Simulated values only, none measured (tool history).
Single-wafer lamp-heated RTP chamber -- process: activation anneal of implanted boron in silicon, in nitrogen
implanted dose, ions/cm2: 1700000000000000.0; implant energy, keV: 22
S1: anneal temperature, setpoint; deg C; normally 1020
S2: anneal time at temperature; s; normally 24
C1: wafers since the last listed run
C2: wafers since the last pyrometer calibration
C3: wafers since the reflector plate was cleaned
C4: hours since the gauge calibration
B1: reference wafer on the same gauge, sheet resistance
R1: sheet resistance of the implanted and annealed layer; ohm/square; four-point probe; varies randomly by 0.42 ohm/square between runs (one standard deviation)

| run | hour | S1 | S2 | C1 | C2 | C3 | C4 | B1 | R1 |
|---|---|---|---|---|---|---|---|---|---|
| 1 | 0 | 1020 | 24 | 0 | 1151 | 5822 | 151.7 | 83.47 | 86.92 |
| 2 | 12.4 | 1020 | 24 | 229 | 1380 | 6051 | 164.1 | 83.64 | 86.96 |
| 3 | 22.4 | 1020 | 20 | 184 | 1565 | 6236 | 174.1 | 83.49 | 87.33 |
| 4 | 57.2 | 1020 | 20 | 643 | 2208 | 6880 | 208.9 | 83.53 | 87.53 |
| 5 | 64.1 | 1020 | 20 | 127 | 2336 | 7007 | 215.8 | 83.38 | 87.25 |
| 6 | 72.6 | 1029 | 24 | 157 | 2493 | 7165 | 224.3 | 83.53 | 84.98 |
| 7 | 83.8 | 1020 | 27 | 207 | 2700 | 7372 | 235.5 | 83.53 | 86.44 |
| 8 | 95.1 | 1020 | 24 | 208 | 2909 | 7581 | 246.8 | 83.56 | 86.36 |
| 9 | 102.1 | 1020 | 24 | 129 | 3039 | 7710 | 253.8 | 83.44 | 86.7 |
| 10 | 119 | 1020 | 24 | 312 | 3351 | 8023 | 270.7 | 83.46 | 87.11 |
| 11 | 128 | 1034 | 24 | 166 | 3518 | 8189 | 279.7 | 83.49 | 84.07 |
| 12 | 134.6 | 1034 | 24 | 122 | 3640 | 8311 | 286.3 | 83.54 | 83.86 |
| 13 | 168 | 1034 | 24 | 617 | 4258 | 8929 | 319.7 | 83.5 | 83.81 |
| 14 | 181.9 | 1045 | 24 | 257 | 4515 | 9186 | 333.6 | 83.54 | 83.34 |
| 15 | 199.4 | 1048 | 32 | 323 | 4838 | 9510 | 351.1 | 83.47 | 81.82 |
| 16 | 214.2 | 1020 | 27 | 273 | 5112 | 9784 | 365.9 | 83.5 | 85.88 |
|  | 225.1 | reflector plate cleaned |
| 17 | 229.9 | 1035 | 16 | 142 | 5255 | 88 | 381.6 | 83.53 | 84.42 |
| 18 | 240.3 | 1020 | 24 | 192 | 5447 | 281 | 392 | 83.41 | 85.48 |
| 19 | 259.8 | 1045 | 31 | 360 | 5808 | 641 | 411.5 | 83.39 | 81.42 |
|  | 263.5 | gauge calibrated |
|  | 268.9 | pyrometer window cleaned and pyrometer calibrated |
| 20 | 269.4 | 1031 | 12 | 29 | 9 | 671 | 5.9 | 83.44 | 87.07 |
| 21 | 283.6 | 1049 | 37 | 262 | 272 | 934 | 20.1 | 83.45 | 82.49 |
| 22 | 291 | 1004 | 17 | 136 | 409 | 1070 | 27.5 | 83.43 | 91.87 |
| 23 | 300.7 | 1045 | 19 | 179 | 588 | 1250 | 37.2 | 83.46 | 83.66 |
| 24 | 310.9 | 1010 | 13 | 188 | 777 | 1439 | 47.4 | 83.51 | 91.8 |
| 25 | 328 | 1020 | 24 | 316 | 1093 | 1755 | 64.5 | 83.54 | 86.69 |
| 26 | 351.9 | 1020 | 19 | 442 | 1535 | 2197 | 88.4 | 83.49 | 87.91 |
| 27 | 368.9 | 1046 | 35 | 314 | 1849 | 2511 | 105.4 | 83.44 | 81.6 |

What was the tool's hidden state at every run in the log?
wafer temperature error from the tarnished reflector plate, K: 0 at every run
gauge reads high (%): 0 at every run
H1: true wafer temperature minus pyrometer reading, K
| run | H1 |
|---|---|
| 1 | 2.46 |
| 2 | 2.86 |
| 3 | 3.18 |
| 4 | 4.3 |
| 5 | 4.53 |
| 6 | 4.8 |
| 7 | 5.16 |
| 8 | 5.53 |
| 9 | 5.75 |
| 10 | 6.3 |
| 11 | 6.59 |
| 12 | 6.8 |
| 13 | 7.87 |
| 14 | 8.32 |
| 15 | 8.89 |
| 16 | 9.36 |
| 17 | 9.87 |
| 18 | 10.2 |
| 19 | 10.8 |
| 20 | 0.911 |
| 21 | 1.37 |
| 22 | 1.61 |
| 23 | 1.92 |
| 24 | 2.25 |
| 25 | 2.8 |
| 26 | 3.57 |
| 27 | 4.12 |

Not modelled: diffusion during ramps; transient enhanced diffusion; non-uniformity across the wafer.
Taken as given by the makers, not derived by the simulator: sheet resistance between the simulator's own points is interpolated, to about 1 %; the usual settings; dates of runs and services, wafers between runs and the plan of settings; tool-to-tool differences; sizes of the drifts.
